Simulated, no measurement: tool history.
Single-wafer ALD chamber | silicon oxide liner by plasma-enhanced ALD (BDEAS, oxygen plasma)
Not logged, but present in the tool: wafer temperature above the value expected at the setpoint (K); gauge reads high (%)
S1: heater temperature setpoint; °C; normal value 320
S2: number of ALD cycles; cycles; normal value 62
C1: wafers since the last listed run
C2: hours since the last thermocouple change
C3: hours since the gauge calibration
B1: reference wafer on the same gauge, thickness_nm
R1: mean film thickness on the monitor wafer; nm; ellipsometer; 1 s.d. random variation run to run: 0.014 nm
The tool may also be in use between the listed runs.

| run | hour | S1 | S2 | C1 | C2 | C3 | B1 | R1 |
|---|---|---|---|---|---|---|---|---|
| 1 | 0.0 | 326 | 62 | 0 | 473.5 | 741.9 | 4.552 | 5.544 |
| 2 | 75.1 | 326 | 62 | 338 | 548.6 | 817.0 | 4.552 | 5.555 |
| 3 | 115.7 | 320 | 62 | 182 | 589.2 | 857.6 | 4.556 | 5.618 |
| 4 | 191.9 | 320 | 62 | 343 | 665.4 | 933.8 | 4.553 | 5.611 |
|  | 247.0 | gauge calibrated |
| 5 | 271.9 | 320 | 62 | 360 | 745.4 | 24.9 | 4.507 | 5.527 |
| 6 | 345.3 | 320 | 62 | 330 | 818.8 | 98.3 | 4.515 | 5.573 |
| 7 | 440.3 | 320 | 62 | 427 | 913.8 | 193.3 | 4.528 | 5.565 |
| 8 | 527.9 | 320 | 70 | 394 | 1001.4 | 280.9 | 4.537 | 6.307 |
| 9 | 626.9 | 320 | 70 | 445 | 1100.4 | 379.9 | 4.547 | 6.329 |
| 10 | 722.6 | 320 | 62 | 431 | 1196.1 | 475.6 | 4.550 | 5.610 |
| 11 | 794.5 | 320 | 62 | 323 | 1268.0 | 547.5 | 4.553 | 5.585 |
| 12 | 873.9 | 320 | 62 | 357 | 1347.4 | 626.9 | 4.553 | 5.613 |
| 13 | 914.0 | 324 | 72 | 180 | 1387.5 | 667.0 | 4.555 | 6.519 |
| 14 | 987.3 | 320 | 62 | 330 | 1460.8 | 740.3 | 4.561 | 5.611 |
| 15 | 1071.1 | 324 | 52 | 377 | 1544.6 | 824.1 | 4.560 | 4.694 |
|  | 1093.6 | thermocouple changed; heater temperature recalibrated |
| 16 | 1156.9 | 309 | 68 | 350 | 63.3 | 909.9 | 4.559 | 6.234 |
| 17 | 1219.4 | 320 | 72 | 281 | 125.8 | 972.4 | 4.556 | 6.514 |
| 18 | 1294.6 | 320 | 62 | 338 | 201.0 | 1047.6 | 4.564 | 5.589 |
|  | 1365.6 | gauge calibrated |
| 19 | 1389.0 | 320 | 62 | 425 | 295.4 | 23.4 | 4.483 | 5.507 |
| 20 | 1454.7 | 320 | 62 | 295 | 361.1 | 89.1 | 4.493 | 5.514 |
| 21 | 1527.0 | 320 | 62 | 325 | 433.4 | 161.4 | 4.501 | 5.565 |
| 22 | 1578.0 | 307 | 62 | 229 | 484.4 | 212.4 | 4.507 | 5.642 |
| 23 | 1625.0 | 327 | 73 | 211 | 531.4 | 259.4 | 4.511 | 6.497 |
| 24 | 1713.3 | 330 | 53 | 397 | 619.7 | 347.7 | 4.517 | 4.707 |
| 25 | 1780.5 | 320 | 73 | 302 | 686.9 | 414.9 | 4.526 | 6.571 |

4 options for the next run, each taken on its own from the tool as it stands now. Forecast them:
| A | 1781.0 | 332 | 62 | 2 | 687.4 | 415.4 | ? | ? |
| B | 1781.0 | 320 | 53 | 2 | 687.4 | 415.4 | ? | ? |
| C | 1781.0 | 316 | 73 | 2 | 687.4 | 415.4 | ? | ? |
| D | 1781.0 | 308 | 73 | 2 | 687.4 | 415.4 | ? | ? |

| run | B1 | R1 |
|---|---|---|
| A | 4.521 | 5.480 |
| B | 4.521 | 4.757 |
| C | 4.521 | 6.586 |
| D | 4.521 | 6.652 |
Stripped of hidden state, with their random variation kept, the same runs would have yielded:
| run | R1 |
|---|---|
| A | 5.441 |
| B | 4.723 |
| C | 6.538 |
| D | 6.604 |
